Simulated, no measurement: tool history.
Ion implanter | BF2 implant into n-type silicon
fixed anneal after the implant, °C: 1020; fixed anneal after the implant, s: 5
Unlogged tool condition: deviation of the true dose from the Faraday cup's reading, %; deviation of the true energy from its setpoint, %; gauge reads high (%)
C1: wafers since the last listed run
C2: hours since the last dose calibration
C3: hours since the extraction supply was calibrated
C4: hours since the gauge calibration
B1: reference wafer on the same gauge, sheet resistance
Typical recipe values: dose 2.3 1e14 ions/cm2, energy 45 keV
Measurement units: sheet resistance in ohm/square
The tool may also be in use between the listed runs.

{"run": 1, "day": 0.0, "dose": 2.3, "energy": 45, "C1": 0, "C2": 926, "C3": 3325, "C4": 918.8, "B1": 500.05, "sheet resistance": 467.09}
{"run": 2, "day": 1.075, "dose": 2.3, "energy": 34, "C1": 463, "C2": 951.8, "C3": 3350.8, "C4": 944.6, "B1": 500.05, "sheet resistance": 479.39}
{"run": 3, "day": 2.192, "dose": 2.3, "energy": 34, "C1": 481, "C2": 978.6, "C3": 3377.6, "C4": 971.4, "B1": 499.93, "sheet resistance": 479.21}
{"run": 4, "day": 2.888, "dose": 2.3, "energy": 33, "C1": 299, "C2": 995.3, "C3": 3394.3, "C4": 988.1, "B1": 500.01, "sheet resistance": 481.52}
{"run": 5, "day": 3.988, "dose": 2.3, "energy": 45, "C1": 474, "C2": 1021.7, "C3": 3420.7, "C4": 1014.5, "B1": 499.91, "sheet resistance": 466.27}
{"run": 6, "day": 4.867, "dose": 2.3, "energy": 45, "C1": 378, "C2": 1042.8, "C3": 3441.8, "C4": 1035.6, "B1": 500.02, "sheet resistance": 464.98}
{"run": 7, "day": 5.621, "dose": 2.3, "energy": 45, "C1": 325, "C2": 1060.9, "C3": 3459.9, "C4": 1053.7, "B1": 499.95, "sheet resistance": 466.05}
{"run": 8, "day": 6.575, "dose": 2.3, "energy": 57, "C1": 411, "C2": 1083.8, "C3": 3482.8, "C4": 1076.6, "B1": 499.95, "sheet resistance": 449.36}
{"run": 9, "day": 7.988, "dose": 2.3, "energy": 57, "C1": 608, "C2": 1117.7, "C3": 3516.7, "C4": 1110.5, "B1": 499.98, "sheet resistance": 448.32}
{"run": 10, "day": 8.967, "dose": 2.3, "energy": 45, "C1": 422, "C2": 1141.2, "C3": 3540.2, "C4": 1134, "B1": 500.01, "sheet resistance": 465.56}
{"run": 11, "day": 9.529, "dose": 2.3, "energy": 45, "C1": 242, "C2": 1154.7, "C3": 3553.7, "C4": 1147.5, "B1": 499.85, "sheet resistance": 465.43}
{"run": 12, "day": 10.046, "dose": 2.3, "energy": 45, "C1": 222, "C2": 1167.1, "C3": 3566.1, "C4": 1159.9, "B1": 499.98, "sheet resistance": 464.21}
{"run": 13, "day": 11.238, "dose": 2.63, "energy": 50, "C1": 513, "C2": 1195.7, "C3": 3594.7, "C4": 1188.5, "B1": 499.88, "sheet resistance": 412.08}
{"day": 11.908, "done": "Faraday cup replaced and dose calibrated"}
{"run": 14, "day": 12.483, "dose": 2.3, "energy": 45, "C1": 393, "C2": 13.8, "C3": 3624.6, "C4": 1218.4, "B1": 499.95, "sheet resistance": 469.46}
{"run": 15, "day": 13.971, "dose": 1.69, "energy": 45, "C1": 641, "C2": 49.5, "C3": 3660.3, "C4": 1254.1, "B1": 499.9, "sheet resistance": 600.32}
{"run": 16, "day": 15.179, "dose": 2.3, "energy": 38, "C1": 520, "C2": 78.5, "C3": 3689.3, "C4": 1283.1, "B1": 499.84, "sheet resistance": 477.94}
{"run": 17, "day": 16.467, "dose": 1.96, "energy": 38, "C1": 554, "C2": 109.4, "C3": 3720.2, "C4": 1314, "B1": 499.88, "sheet resistance": 545.46}
{"run": 18, "day": 17.525, "dose": 1.64, "energy": 33.5, "C1": 456, "C2": 134.8, "C3": 3745.6, "C4": 1339.4, "B1": 499.97, "sheet resistance": 636.94}
{"run": 19, "day": 18.712, "dose": 2.76, "energy": 60, "C1": 511, "C2": 163.3, "C3": 3774.1, "C4": 1367.9, "B1": 500.09, "sheet resistance": 387.13}
{"run": 20, "day": 20.104, "dose": 2.05, "energy": 29.5, "C1": 599, "C2": 196.7, "C3": 3807.5, "C4": 1401.3, "B1": 499.95, "sheet resistance": 538.22}
{"run": 21, "day": 20.733, "dose": 2.09, "energy": 31, "C1": 271, "C2": 211.8, "C3": 3822.6, "C4": 1416.4, "B1": 500.04, "sheet resistance": 526.25}
{"run": 22, "day": 21.892, "dose": 1.97, "energy": 45, "C1": 499, "C2": 239.6, "C3": 3850.4, "C4": 1444.2, "B1": 499.97, "sheet resistance": 530.18}
{"run": 23, "day": 23.104, "dose": 2.3, "energy": 45, "C1": 522, "C2": 268.7, "C3": 3879.5, "C4": 1473.3, "B1": 499.85, "sheet resistance": 468.53}
{"day": 23.842, "done": "extraction supply calibrated"}
{"run": 24, "day": 23.862, "dose": 2.3, "energy": 45, "C1": 183, "C2": 286.9, "C3": 0.5, "C4": 1491.5, "B1": 500.22, "sheet resistance": 468.89}
{"day": 27.033, "done": "gauge calibrated"}
{"run": 25, "day": 28.125, "dose": 2.3, "energy": 45, "C1": 1837, "C2": 389.2, "C3": 102.8, "C4": 26.2, "B1": 499.88, "sheet resistance": 469.55}
{"run": 26, "day": 29.575, "dose": 2.95, "energy": 40, "C1": 624, "C2": 424, "C3": 137.6, "C4": 61, "B1": 500.05, "sheet resistance": 384.3}
{"run": 27, "day": 30.554, "dose": 2.3, "energy": 45, "C1": 422, "C2": 447.5, "C3": 161.1, "C4": 84.5, "B1": 499.99, "sheet resistance": 468.59}
{"run": 28, "day": 31.088, "dose": 2.77, "energy": 45, "C1": 229, "C2": 460.3, "C3": 173.9, "C4": 97.3, "B1": 499.99, "sheet resistance": 400.83}
{"run": 29, "day": 31.679, "dose": 2.3, "energy": 30, "C1": 255, "C2": 474.5, "C3": 188.1, "C4": 111.5, "B1": 499.91, "sheet resistance": 487.43}
{"run": 30, "day": 32.292, "dose": 2.99, "energy": 45, "C1": 263, "C2": 489.2, "C3": 202.8, "C4": 126.2, "B1": 499.88, "sheet resistance": 374.99}
{"run": 31, "day": 33.012, "dose": 2.65, "energy": 56.5, "C1": 310, "C2": 506.5, "C3": 220.1, "C4": 143.5, "B1": 499.95, "sheet resistance": 403.02}
{"run": 32, "day": 33.65, "dose": 1.99, "energy": 33.5, "C1": 274, "C2": 521.8, "C3": 235.4, "C4": 158.8, "B1": 500.15, "sheet resistance": 543.81}
{"run": 33, "day": 37.238, "dose": 1.82, "energy": 31.5, "C1": 1546, "C2": 607.9, "C3": 321.5, "C4": 244.9, "B1": 499.82, "sheet resistance": 588.73}
{"run": 34, "day": 38.638, "dose": 2.84, "energy": 38.5, "C1": 603, "C2": 641.5, "C3": 355.1, "C4": 278.5, "B1": 500.05, "sheet resistance": 398.89}
{"run": 35, "day": 39.783, "dose": 2.97, "energy": 45, "C1": 493, "C2": 669, "C3": 382.6, "C4": 306, "B1": 499.97, "sheet resistance": 376.02}
{"run": 36, "day": 41.208, "dose": 2.3, "energy": 45, "C1": 614, "C2": 703.2, "C3": 416.8, "C4": 340.2, "B1": 499.93, "sheet resistance": 467.38}
{"run": 37, "day": 41.979, "dose": 2.3, "energy": 54, "C1": 332, "C2": 721.7, "C3": 435.3, "C4": 358.7, "B1": 499.96, "sheet resistance": 456.15}

Predict each of these 4 candidate next runs independently; none follows another, all start after run 37:
{"run": "A", "day": 41.996, "dose": 2.3, "energy": 45, "C1": 7, "C2": 722.1, "C3": 435.7, "C4": 359.1, "B1": "?", "sheet resistance": "?"}
{"run": "B", "day": 41.996, "dose": 1.71, "energy": 54, "C1": 7, "C2": 722.1, "C3": 435.7, "C4": 359.1, "B1": "?", "sheet resistance": "?"}
{"run": "C", "day": 41.996, "dose": 1.73, "energy": 54.5, "C1": 7, "C2": 722.1, "C3": 435.7, "C4": 359.1, "B1": "?", "sheet resistance": "?"}
{"run": "D", "day": 41.996, "dose": 2.82, "energy": 45, "C1": 7, "C2": 722.1, "C3": 435.7, "C4": 359.1, "B1": "?", "sheet resistance": "?"}

run=A B1=500.02 sheet_resistance=467
run=B B1=500.02 sheet_resistance=576.76
run=C B1=500.02 sheet_resistance=570.81
run=D B1=500.02 sheet_resistance=394.33
Had the tool no hidden state, the same runs would have come out as:
run=A sheet_resistance=469.58
run=B sheet_resistance=579.86
run=C sheet_resistance=573.89
run=D sheet_resistance=396.63
